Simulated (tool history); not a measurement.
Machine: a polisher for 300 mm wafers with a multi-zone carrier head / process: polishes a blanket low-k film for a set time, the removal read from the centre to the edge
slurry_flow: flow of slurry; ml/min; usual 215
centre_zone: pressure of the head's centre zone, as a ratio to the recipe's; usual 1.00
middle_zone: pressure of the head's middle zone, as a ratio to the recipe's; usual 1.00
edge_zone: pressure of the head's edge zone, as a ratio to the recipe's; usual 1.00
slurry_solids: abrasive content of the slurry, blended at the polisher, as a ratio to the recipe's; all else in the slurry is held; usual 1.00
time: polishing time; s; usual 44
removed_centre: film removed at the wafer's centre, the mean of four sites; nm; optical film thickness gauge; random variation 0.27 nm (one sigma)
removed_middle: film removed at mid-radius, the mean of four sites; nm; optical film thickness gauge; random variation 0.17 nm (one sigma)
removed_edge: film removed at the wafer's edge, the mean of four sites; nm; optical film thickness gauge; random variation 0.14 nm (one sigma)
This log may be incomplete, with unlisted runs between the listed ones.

| run | hour | slurry_flow | centre_zone | middle_zone | edge_zone | slurry_solids | time | incoming thickness of the incoming film, nm | removed_centre | removed_middle | removed_edge |
|---|---|---|---|---|---|---|---|---|---|---|---|
| 1 | 0.0 | 215 | 1.00 | 1.00 | 1.00 | 1.00 | 44 | 357.9 | 20.6 | 20.1 | 21.2 |
| 2 | 15.1 | 215 | 1.00 | 1.00 | 1.00 | 1.00 | 44 | 359.7 | 20.4 | 20.3 | 21.1 |
| 3 | 27.7 | 215 | 1.00 | 1.00 | 1.00 | 1.00 | 44 | 364.1 | 20.3 | 20.0 | 20.9 |
| 4 | 45.0 | 215 | 1.03 | 1.00 | 0.91 | 1.00 | 44 | 360.1 | 21.3 | 20.0 | 20.0 |
| 5 | 51.1 | 215 | 1.03 | 1.00 | 0.91 | 1.00 | 44 | 359.9 | 21.1 | 19.9 | 19.9 |
| 6 | 60.9 | 215 | 1.00 | 1.00 | 1.00 | 1.00 | 44 | 361.6 | 20.4 | 19.8 | 20.8 |
|  | 73.5 | carrier head's membrane replaced by a new one |
| 7 | 75.2 | 215 | 1.00 | 1.00 | 1.00 | 1.00 | 44 | 353.6 | 19.6 | 19.9 | 20.7 |
|  | 86.9 | edge zone pressure recalibrated |
| 8 | 92.1 | 215 | 1.00 | 1.00 | 1.00 | 1.00 | 44 | 363.2 | 19.5 | 19.7 | 20.6 |
|  | 100.2 | slurry nozzle cleaned |
| 9 | 101.5 | 215 | 1.00 | 1.00 | 1.00 | 1.00 | 44 | 358.4 | 21.2 | 20.7 | 21.4 |
|  | 111.6 | worn pad replaced by a new one, of another model than before |
| 10 | 117.2 | 185 | 1.00 | 1.00 | 1.00 | 1.00 | 44 | 364.0 | 20.1 | 20.2 | 20.8 |
| 11 | 137.9 | 215 | 1.00 | 1.00 | 1.00 | 1.00 | 44 | 364.3 | 20.8 | 20.4 | 21.3 |
| 12 | 152.2 | 215 | 1.00 | 1.00 | 1.00 | 1.25 | 31 | 365.0 | 15.1 | 15.4 | 15.9 |
| 13 | 166.2 | 215 | 0.90 | 1.00 | 1.00 | 1.00 | 44 | 361.4 | 18.7 | 20.4 | 21.2 |
|  | 171.5 | centre zone pressure recalibrated |
| 14 | 180.3 | 215 | 1.00 | 1.00 | 1.00 | 0.85 | 48 | 363.3 | 21.0 | 21.4 | 22.3 |
| 15 | 187.3 | 215 | 1.07 | 1.00 | 1.00 | 1.00 | 44 | 363.6 | 21.7 | 20.4 | 20.7 |
|  | 203.7 | worn pad replaced by a new one |
| 16 | 204.2 | 215 | 1.00 | 1.00 | 1.00 | 1.00 | 44 | 366.7 | 20.8 | 20.2 | 20.9 |
| 17 | 211.8 | 215 | 1.00 | 1.00 | 1.00 | 0.75 | 44 | 359.9 | 18.3 | 18.5 | 19.1 |
| 18 | 225.9 | 215 | 1.00 | 1.00 | 1.00 | 1.00 | 38 | 364.1 | 17.4 | 17.0 | 17.8 |
| 19 | 234.9 | 265 | 1.07 | 1.00 | 1.00 | 1.00 | 44 | 359.3 | 22.0 | 20.6 | 21.3 |
| 20 | 251.9 | 215 | 1.00 | 1.00 | 1.00 | 1.00 | 53 | 363.0 | 23.5 | 23.6 | 24.5 |
| 21 | 258.8 | 215 | 1.00 | 1.00 | 1.00 | 1.00 | 44 | 359.6 | 19.0 | 19.7 | 20.4 |
| 22 | 265.6 | 195 | 0.95 | 1.00 | 1.00 | 1.10 | 44 | 360.6 | 18.8 | 19.2 | 20.4 |
| 23 | 279.3 | 215 | 1.00 | 1.09 | 1.00 | 1.00 | 44 | 355.4 | 19.5 | 21.0 | 20.3 |

3 ways to go on from here, each from the tool as it stands after run 23. What would each give?
| A | 279.7 | 215 | 1.00 | 1.00 | 1.00 | 1.00 | 44 | 353.6 | ? | ? | ? |
| B | 279.7 | 215 | 1.00 | 1.00 | 1.00 | 1.00 | 33 | 353.6 | ? | ? | ? |
| C | 279.7 | 215 | 1.04 | 0.91 | 1.00 | 1.10 | 37 | 353.6 | ? | ? | ? |

| run | removed_centre | removed_middle | removed_edge |
|---|---|---|---|
| A | 19.0 | 19.2 | 20.3 |
| B | 14.3 | 14.4 | 15.3 |
| C | 17.1 | 15.3 | 17.6 |
Take away the tool's hidden state, keep each run's random variation, and the runs would have read:
| run | removed_centre | removed_middle | removed_edge |
|---|---|---|---|
| A | 21.0 | 21.0 | 21.7 |
| B | 15.8 | 15.7 | 16.3 |
| C | 18.9 | 16.7 | 18.8 |
